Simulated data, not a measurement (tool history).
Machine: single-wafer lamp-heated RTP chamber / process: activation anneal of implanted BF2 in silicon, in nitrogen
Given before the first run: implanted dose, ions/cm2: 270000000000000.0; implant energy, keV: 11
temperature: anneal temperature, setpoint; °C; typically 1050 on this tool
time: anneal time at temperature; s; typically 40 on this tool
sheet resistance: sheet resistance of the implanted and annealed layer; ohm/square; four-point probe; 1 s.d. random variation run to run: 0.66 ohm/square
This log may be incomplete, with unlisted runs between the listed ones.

run	hour	temperature	time	read-back reference wafer on the same gauge, sheet resistance	sheet resistance
1	0.0	1050	40	402.00	383.30
# hour 56.0: reflector plate cleaned
2	91.0	1050	40	402.04	386.31
3	184.5	1050	40	401.99	385.95
4	255.9	1050	40	401.98	385.52
# hour 275.9: gauge calibrated
# hour 292.6: pyrometer window cleaned and pyrometer calibrated
5	358.3	1042	40	401.99	391.93
6	421.3	1050	49	402.00	382.05
7	479.6	1050	49	402.04	381.10
8	561.0	1050	49	402.08	379.11
9	634.0	1050	53	401.98	378.60
10	701.4	1050	53	401.89	376.04
11	785.0	1050	40	401.96	382.36
# hour 822.7: pyrometer window cleaned and pyrometer calibrated
# hour 845.4: reflector plate cleaned
12	892.5	1029	40	401.90	396.51
13	951.5	1029	40	401.98	396.50
14	1055.7	1029	40	402.05	395.41
15	1108.7	1050	40	402.18	384.96
16	1212.0	1050	40	401.93	384.72
17	1312.0	1042	58	401.98	379.32
# hour 1347.5: pyrometer window cleaned and pyrometer calibrated
18	1383.3	1025	48	401.92	394.53
19	1457.5	1030	17	401.99	408.42
20	1496.1	1038	53	401.95	385.71
21	1592.4	1020	59	402.08	388.87
# hour 1648.3: reflector plate cleaned
22	1692.5	1021	22	402.03	406.21
# hour 1715.0: gauge calibrated
23	1770.9	1050	48	402.00	381.05
# hour 1811.2: pyrometer window cleaned and pyrometer calibrated
24	1835.6	1050	40	401.89	389.08
25	1872.0	1058	40	402.06	385.08
26	1971.3	1050	40	402.07	385.67
27	2069.9	1020	27	401.86	402.77
28	2137.2	1038	20	402.11	401.93
29	2214.8	1060	28	402.05	386.80
30	2298.0	1039	57	402.03	378.94
# hour 2342.9: pyrometer window cleaned and pyrometer calibrated
31	2402.0	1030	52	401.90	390.02
# hour 2425.5: reflector plate cleaned
32	2501.1	1050	40	402.00	387.19
33	2557.6	1050	59	402.06	377.70

4 ways to go on from here, each from the tool as it stands after run 33. What would each give?
A	2558.0	1050	40	?	?
B	2558.0	1037	58	?	?
C	2558.0	1070	59	?	?
D	2558.0	1029	29	?	?

run	read-back reference wafer on the same gauge, sheet resistance	sheet resistance
A	401.96	386.80
B	401.96	384.45
C	401.96	369.18
D	401.96	400.72
The same runs, with their run-to-run variation unchanged, on a tool lacking any hidden condition would have given:
run	sheet resistance
A	391.58
B	389.21
C	374.39
D	404.67
